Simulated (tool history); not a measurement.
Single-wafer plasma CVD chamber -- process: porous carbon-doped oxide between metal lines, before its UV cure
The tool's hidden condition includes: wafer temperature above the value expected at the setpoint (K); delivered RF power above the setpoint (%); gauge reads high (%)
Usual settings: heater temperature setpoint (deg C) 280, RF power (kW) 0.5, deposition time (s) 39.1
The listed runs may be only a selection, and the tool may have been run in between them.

run,hour,heater temperature setpoint (deg C),RF power (kW),deposition time (s),wafers since the last listed run,hours since the last thermocouple change,hours since the last RF generator calibration,hours since the showerhead was replaced,hours since the gauge calibration,"read-back reference wafer on the same gauge, thickness_nm",mean film thickness on the monitor wafer (nm)
1,0,280,0.5,34.8,0,169.1,754.4,1655.7,864.4,248.766,220.604
2,86.4,280,0.5,34.8,2972,255.5,840.8,1742.1,950.8,249.227,220.095
3,144.5,280,0.5,39.1,1998,313.6,898.9,1800.2,1008.9,248.828,245.849
# hour 180.9: RF generator calibrated
4,227.4,280,0.5,39.1,2576,396.5,46.5,1883.1,1091.8,249.202,246.737
5,268.1,280,0.5,34.7,1400,437.2,87.2,1923.8,1132.5,249.178,220.244
6,316.9,280,0.5,34.7,1678,486,136,1972.6,1181.3,249.099,219.341
7,453.9,290,0.565,39.1,4712,623,273,2109.6,1318.3,248.988,262.552
8,525,280,0.5,39.1,2445,694.1,344.1,2180.7,1389.4,248.962,246.687
9,588.9,280,0.5,42.5,2198,758,408,2244.6,1453.3,249.221,265.982
10,869,280,0.5,39.1,9635,1038.1,688.1,2524.7,1733.4,248.798,246.699
# hour 941.6: showerhead replaced
11,942.1,280,0.5,39.1,2239,1111.2,761.2,0.5,1806.5,248.979,247.563
# hour 991.2: gauge calibrated
12,1015.9,268,0.5,44.6,2538,1185,835,74.3,24.7,249.046,299.529
# hour 1044.2: RF generator calibrated
13,1090.1,280,0.5,39.1,2277,1259.2,45.9,148.5,98.9,249.03,246.186
14,1133.6,280,0.5,39.1,1496,1302.7,89.4,192,142.4,248.905,246.142
15,1218.6,280,0.5,39.1,2924,1387.7,174.4,277,227.4,249.11,248.491
16,1303.7,280,0.42,40.7,2927,1472.8,259.5,362.1,312.5,248.894,209.878
17,1389.7,275,0.58,43.1,2958,1558.8,345.5,448.1,398.5,248.572,320.302
# hour 1474.2: thermocouple changed; heater temperature recalibrated
18,1539.2,292,0.44,32.6,4867,65,495,597.6,548,248.961,168.686
19,1630.8,280,0.5,39.1,3151,156.6,586.6,689.2,639.6,248.877,246.429
20,1674.6,280,0.5,39.1,1506,200.4,630.4,733,683.4,249.067,246.579
21,1717.1,293,0.415,45.5,1462,242.9,672.9,775.5,725.9,249.074,216.381
22,1753.2,275,0.58,43.1,1241,279,709,811.6,762,249.33,321.511
23,1922.8,291,0.425,37,5834,448.6,878.6,981.2,931.6,249.106,182.694
# hour 1966.6: RF generator calibrated
24,1970.3,280,0.595,39.1,1358,496.1,3.7,1028.7,979.1,248.866,288.583
25,2139.7,273,0.56,36.5,5827,665.5,173.1,1198.1,1148.5,248.852,266.29
26,2242.1,286,0.405,35.3,3522,767.9,275.5,1300.5,1250.9,249.165,170.357

For run 27, what comes out?
27,2314.4,280,0.5,36.2,2487,840.2,347.8,1372.8,1323.2,?,?

Run 27 came out at read-back reference wafer on the same gauge, thickness_nm 249.03, mean film thickness on the monitor wafer (nm) 229.483.
Take away the tool's hidden state, keep the run-to-run variation as it was, and the same run would have given mean film thickness on the monitor wafer (nm) 229.483.
